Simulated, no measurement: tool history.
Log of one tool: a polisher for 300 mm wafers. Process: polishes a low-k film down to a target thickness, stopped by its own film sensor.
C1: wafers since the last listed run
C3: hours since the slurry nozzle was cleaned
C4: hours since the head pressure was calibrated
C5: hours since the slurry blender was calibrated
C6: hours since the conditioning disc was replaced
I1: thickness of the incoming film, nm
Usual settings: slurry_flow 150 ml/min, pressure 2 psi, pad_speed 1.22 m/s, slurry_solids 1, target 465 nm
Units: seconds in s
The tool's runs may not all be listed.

run 1 hour=0 | slurry_flow=150 pressure=2 pad_speed=1.22 slurry_solids=1 target=459 | C1=0 wafers_polished_on_this_pad=1031 C3=694.9 C4=211.9 C5=59.9 C6=59.4 | I1=546.5 | seconds=190.4
-- hour=39.6 slurry nozzle cleaned
run 2 hour=44.5 | slurry_flow=150 pressure=2 pad_speed=1.22 slurry_solids=1 target=465 | C1=211 wafers_polished_on_this_pad=1243 C3=4.9 C4=256.4 C5=104.4 C6=103.9 | I1=534.7 | seconds=155.6
run 3 hour=88.5 | slurry_flow=150 pressure=2 pad_speed=1.22 slurry_solids=0.95 target=465 | C1=214 wafers_polished_on_this_pad=1457 C3=48.9 C4=300.4 C5=148.4 C6=147.9 | I1=540.8 | seconds=178.9
run 4 hour=131.2 | slurry_flow=150 pressure=2 pad_speed=1.22 slurry_solids=0.95 target=465 | C1=207 wafers_polished_on_this_pad=1665 C3=91.6 C4=343.1 C5=191.1 C6=190.6 | I1=541.9 | seconds=169.5
run 5 hour=204.9 | slurry_flow=150 pressure=2 pad_speed=1.22 slurry_solids=0.95 target=465 | C1=358 wafers_polished_on_this_pad=2023 C3=165.3 C4=416.8 C5=264.8 C6=264.3 | I1=541.8 | seconds=174.8
run 6 hour=248 | slurry_flow=150 pressure=2 pad_speed=1.22 slurry_solids=1 target=465 | C1=209 wafers_polished_on_this_pad=2233 C3=208.4 C4=459.9 C5=307.9 C6=307.4 | I1=541.7 | seconds=173.2
run 7 hour=287.5 | slurry_flow=150 pressure=2 pad_speed=1.22 slurry_solids=1 target=465 | C1=192 wafers_polished_on_this_pad=2425 C3=247.9 C4=499.4 C5=347.4 C6=346.9 | I1=545.3 | seconds=173.3
-- hour=310.8 head pressure recalibrated
run 8 hour=348.1 | slurry_flow=150 pressure=2 pad_speed=1.22 slurry_solids=1 target=446 | C1=285 wafers_polished_on_this_pad=2710 C3=308.5 C4=37.3 C5=408 C6=407.5 | I1=536.2 | seconds=193.8
run 9 hour=392.4 | slurry_flow=175 pressure=2.6 pad_speed=1.22 slurry_solids=1 target=485 | C1=215 wafers_polished_on_this_pad=2925 C3=352.8 C4=81.6 C5=452.3 C6=451.8 | I1=547.2 | seconds=105.4
-- hour=397.8 worn pad replaced by a new one
run 10 hour=499.6 | slurry_flow=185 pressure=2 pad_speed=1.22 slurry_solids=1.25 target=487 | C1=501 wafers_polished_on_this_pad=495 C3=460 C4=188.8 C5=559.5 C6=559 | I1=536.2 | seconds=96.5
-- hour=518 slurry blender recalibrated
-- hour=521.6 conditioning disc replaced and pad reconditioned
run 11 hour=552.6 | slurry_flow=150 pressure=2 pad_speed=1.22 slurry_solids=1 target=465 | C1=238 wafers_polished_on_this_pad=733 C3=513 C4=241.8 C5=34.6 C6=31 | I1=540.4 | seconds=169.7
run 12 hour=641.1 | slurry_flow=105 pressure=2.3 pad_speed=1.22 slurry_solids=1 target=465 | C1=430 wafers_polished_on_this_pad=1163 C3=601.5 C4=330.3 C5=123.1 C6=119.5 | I1=538.8 | seconds=156.8
run 13 hour=719.8 | slurry_flow=150 pressure=2 pad_speed=1.42 slurry_solids=0.7 target=465 | C1=382 wafers_polished_on_this_pad=1546 C3=680.2 C4=409 C5=201.8 C6=198.2 | I1=538.9 | seconds=172.7
run 14 hour=762.8 | slurry_flow=150 pressure=2.6 pad_speed=1.22 slurry_solids=1 target=476 | C1=209 wafers_polished_on_this_pad=1755 C3=723.2 C4=452 C5=244.8 C6=241.2 | I1=536 | seconds=105.7
run 15 hour=853.6 | slurry_flow=165 pressure=2 pad_speed=1.22 slurry_solids=1 target=465 | C1=441 wafers_polished_on_this_pad=2197 C3=814 C4=542.8 C5=335.6 C6=332 | I1=543.9 | seconds=166.8
-- hour=864.8 head pressure recalibrated
run 16 hour=916.3 | slurry_flow=150 pressure=2 pad_speed=1.6 slurry_solids=1 target=440 | C1=295 wafers_polished_on_this_pad=2492 C3=876.7 C4=51.5 C5=398.3 C6=394.7 | I1=548.5 | seconds=196
-- hour=964.5 slurry nozzle cleaned
-- hour=972.6 worn pad replaced by a new one
-- hour=993.1 slurry blender recalibrated
run 17 hour=999.3 | slurry_flow=150 pressure=1.6 pad_speed=0.92 slurry_solids=1.25 target=476 | C1=369 wafers_polished_on_this_pad=120 C3=34.8 C4=134.5 C5=6.2 C6=477.7 | I1=539.8 | seconds=186.9
run 18 hour=1058.1 | slurry_flow=150 pressure=2 pad_speed=1.22 slurry_solids=0.8 target=441 | C1=285 wafers_polished_on_this_pad=406 C3=93.6 C4=193.3 C5=65 C6=536.5 | I1=545.8 | seconds=260
run 19 hour=1108.7 | slurry_flow=190 pressure=1.5 pad_speed=1.22 slurry_solids=1.25 target=456 | C1=246 wafers_polished_on_this_pad=652 C3=144.2 C4=243.9 C5=115.6 C6=587.1 | I1=543 | seconds=216.2
-- hour=1111.9 conditioning disc replaced and pad reconditioned
run 20 hour=1170.9 | slurry_flow=150 pressure=2 pad_speed=1.22 slurry_solids=1 target=465 | C1=292 wafers_polished_on_this_pad=945 C3=206.4 C4=306.1 C5=177.8 C6=59 | I1=530 | seconds=142.2
run 21 hour=1240.4 | slurry_flow=150 pressure=2 pad_speed=1.22 slurry_solids=0.85 target=465 | C1=338 wafers_polished_on_this_pad=1283 C3=275.9 C4=375.6 C5=247.3 C6=128.5 | I1=543.6 | seconds=189.3
-- hour=1376.2 head pressure recalibrated
-- hour=1452.1 worn pad replaced by a new one
run 22 hour=1471 | slurry_flow=150 pressure=1.3 pad_speed=1.22 slurry_solids=0.7 target=465 | C1=1092 wafers_polished_on_this_pad=91 C3=506.5 C4=94.8 C5=477.9 C6=359.1 | I1=540.2 | seconds=300.1
-- hour=1516.8 slurry blender recalibrated
run 23 hour=1546 | slurry_flow=150 pressure=2 pad_speed=1.4 slurry_solids=0.9 target=465 | C1=355 wafers_polished_on_this_pad=446 C3=581.5 C4=169.8 C5=29.2 C6=434.1 | I1=532.1 | seconds=143
run 24 hour=1636.1 | slurry_flow=150 pressure=2.3 pad_speed=1.22 slurry_solids=1 target=465 | C1=438 wafers_polished_on_this_pad=885 C3=671.6 C4=259.9 C5=119.3 C6=524.2 | I1=547 | seconds=159.2
-- hour=1723.3 conditioning disc replaced and pad reconditioned
run 25 hour=1735.8 | slurry_flow=150 pressure=1.4 pad_speed=1.22 slurry_solids=1 target=465 | C1=475 wafers_polished_on_this_pad=1360 C3=771.3 C4=359.6 C5=219 C6=12.5 | I1=536.3 | seconds=213.1
run 26 hour=1804 | slurry_flow=150 pressure=2 pad_speed=1.22 slurry_solids=1 target=465 | C1=331 wafers_polished_on_this_pad=1692 C3=839.5 C4=427.8 C5=287.2 C6=80.7 | I1=541.9 | seconds=168.4

Forecast each of these 3 alternatives for the next run:
run A hour=1804.5 | slurry_flow=150 pressure=2 pad_speed=1.22 slurry_solids=1 target=465 | C1=2 wafers_polished_on_this_pad=1694 C3=840 C4=428.3 C5=287.7 C6=81.2 | I1=548.1 | seconds=?
run B hour=1804.5 | slurry_flow=105 pressure=2.5 pad_speed=0.84 slurry_solids=1 target=465 | C1=2 wafers_polished_on_this_pad=1694 C3=840 C4=428.3 C5=287.7 C6=81.2 | I1=548.1 | seconds=?
run C hour=1804.5 | slurry_flow=150 pressure=2.5 pad_speed=1.22 slurry_solids=1.15 target=479 | C1=2 wafers_polished_on_this_pad=1694 C3=840 C4=428.3 C5=287.7 C6=81.2 | I1=548.1 | seconds=?

run=A seconds=183.6
run=B seconds=219.8
run=C seconds=116.6
Without the tool's hidden state the same runs would have given:
run=A seconds=183.6
run=B seconds=219.8
run=C seconds=116.6
